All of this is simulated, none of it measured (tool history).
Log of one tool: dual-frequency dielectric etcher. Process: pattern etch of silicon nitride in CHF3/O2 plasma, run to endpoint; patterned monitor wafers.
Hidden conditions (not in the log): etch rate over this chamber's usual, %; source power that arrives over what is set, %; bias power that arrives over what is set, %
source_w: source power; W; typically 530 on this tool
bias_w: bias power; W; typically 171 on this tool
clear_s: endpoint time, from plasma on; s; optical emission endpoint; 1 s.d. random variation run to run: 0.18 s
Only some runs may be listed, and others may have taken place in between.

run,hour,source_w,bias_w,wafers since the last listed run,hours since the last wet clean,hours since the last source power generator calibration,hours since the last bias power generator calibration,hours since the last upper electrode change,"incoming incoming film thickness, nm",clear_s
1,0.0,530,171,0,306.8,2957.1,1708.3,3384.4,62.2,40.4
2,34.3,590,171,407,341.1,2991.4,1742.6,3418.7,62.2,38.3
3,66.5,590,171,382,373.3,3023.6,1774.8,3450.9,62.2,38.6
4,88.4,560,171,260,395.2,3045.5,1796.7,3472.8,62.1,39.9
# hour 114.5: wet clean of the chamber
5,115.0,560,171,30,0.5,3072.1,1823.3,3499.4,61.6,37.5
6,126.8,530,160,140,12.3,3083.9,1835.1,3511.2,61.9,40.2
7,161.6,530,171,413,47.1,3118.7,1869.9,3546.0,61.8,39.3
8,187.4,470,145,306,72.9,3144.5,1895.7,3571.8,62.0,44.8
9,213.9,470,145,314,99.4,3171.0,1922.2,3598.3,62.5,44.8
10,229.2,590,200,181,114.7,3186.3,1937.5,3613.6,61.7,35.3
# hour 326.5: bias power generator calibrated
11,334.7,590,200,1206,220.2,3291.8,8.2,3719.1,61.8,35.9
12,349.5,590,200,175,235.0,3306.6,23.0,3733.9,62.1,35.9
# hour 390.2: upper electrode replaced
13,390.7,530,171,204,276.2,3347.8,64.2,0.5,61.6,40.0
14,404.3,600,171,161,289.8,3361.4,77.8,14.1,62.9,38.3
15,428.4,530,171,286,313.9,3385.5,101.9,38.2,61.4,40.2
# hour 443.8: source power generator calibrated
16,460.8,440,186,337,346.3,17.0,134.3,70.6,62.4,43.9
# hour 513.0: wet clean of the chamber
17,513.5,620,157,341,0.5,69.7,187.0,123.3,62.2,37.2
18,518.1,530,171,54,5.1,74.3,191.6,127.9,61.1,38.4
19,532.7,430,209,173,19.7,88.9,206.2,142.5,62.0,40.9
20,547.6,590,131,177,34.6,103.8,221.1,157.4,62.3,40.6
21,581.9,410,141,407,68.9,138.1,255.4,191.7,62.2,48.9
22,600.7,530,131,223,87.7,156.9,274.2,210.5,62.4,43.5
23,621.6,620,198,248,108.6,177.8,295.1,231.4,61.9,34.3
24,657.6,530,171,427,144.6,213.8,331.1,267.4,62.3,40.0

Forecast each of these 3 alternatives for the next run:
A,658.0,570,171,4,145.0,214.2,331.5,267.8,62.5,?
B,658.0,490,139,4,145.0,214.2,331.5,267.8,62.5,?
C,658.0,420,149,4,145.0,214.2,331.5,267.8,62.5,?

run,clear_s
A,38.6
B,45.1
C,48.3
With no hidden state in the tool, these same runs would have given:
run,clear_s
A,37.8
B,44.2
C,47.3
